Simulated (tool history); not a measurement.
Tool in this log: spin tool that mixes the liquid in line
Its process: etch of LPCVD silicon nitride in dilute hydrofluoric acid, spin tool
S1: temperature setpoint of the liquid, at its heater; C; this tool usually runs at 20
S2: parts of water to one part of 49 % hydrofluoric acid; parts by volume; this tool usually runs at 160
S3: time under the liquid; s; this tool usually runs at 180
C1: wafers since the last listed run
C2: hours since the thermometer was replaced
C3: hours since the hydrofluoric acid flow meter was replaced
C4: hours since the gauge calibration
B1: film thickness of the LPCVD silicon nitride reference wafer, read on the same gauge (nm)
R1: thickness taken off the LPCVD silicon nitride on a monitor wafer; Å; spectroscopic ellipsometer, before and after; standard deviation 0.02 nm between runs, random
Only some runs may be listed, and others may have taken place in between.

run,hour,S1,S2,S3,C1,C2,C3,C4,B1,R1
1,0,18.5,160,235,0,2170.3,1532.8,4.6,49.952,5.26
2,55.5,18.5,160,235,290,2225.8,1588.3,60.1,49.95,5.25
3,123.7,18.5,160,235,356,2294,1656.5,128.3,50.029,4.98
4,248.2,20,160,180,651,2418.5,1781,252.8,49.983,4
5,315.1,20,160,180,350,2485.4,1847.9,319.7,50.023,4.4
# hour 429.3: thermometer replaced
6,463,20,160,180,768,33.7,1995.8,467.6,49.971,4.62
7,516.6,20,160,180,280,87.3,2049.4,521.2,50.049,4.28
# hour 523.4: hydrofluoric acid flow meter replaced
8,555.9,17,195,125,200,126.6,32.5,560.5,50.023,1.93
9,597,18.5,160,235,215,167.7,73.6,601.6,50.017,5.29
# hour 627.5: gauge calibrated
10,659.8,20,85,105,328,230.5,136.4,32.3,50.065,4.73
11,717.4,17,185,180,301,288.1,194,89.9,50.03,2.97
12,743.7,20,160,180,137,314.4,220.3,116.2,49.981,4.89
13,812.6,17,120,140,360,383.3,289.2,185.1,49.997,3.66
14,874.7,23.5,160,180,324,445.4,351.3,247.2,50.005,5.2

Here are 3 independent what-if runs from the current tool condition. What would each one return?
A,875.2,17,160,180,2,445.9,351.8,247.7,?,?
B,875.2,18,90,140,2,445.9,351.8,247.7,?,?
C,875.2,17,90,180,2,445.9,351.8,247.7,?,?

run,B1,R1
A,50.016,3.86
B,50.016,5.61
C,50.016,6.73
The same runs, with their run-to-run variation unchanged, on a tool lacking any hidden condition would have given:
run,R1
A,3.86
B,5.61
C,6.73
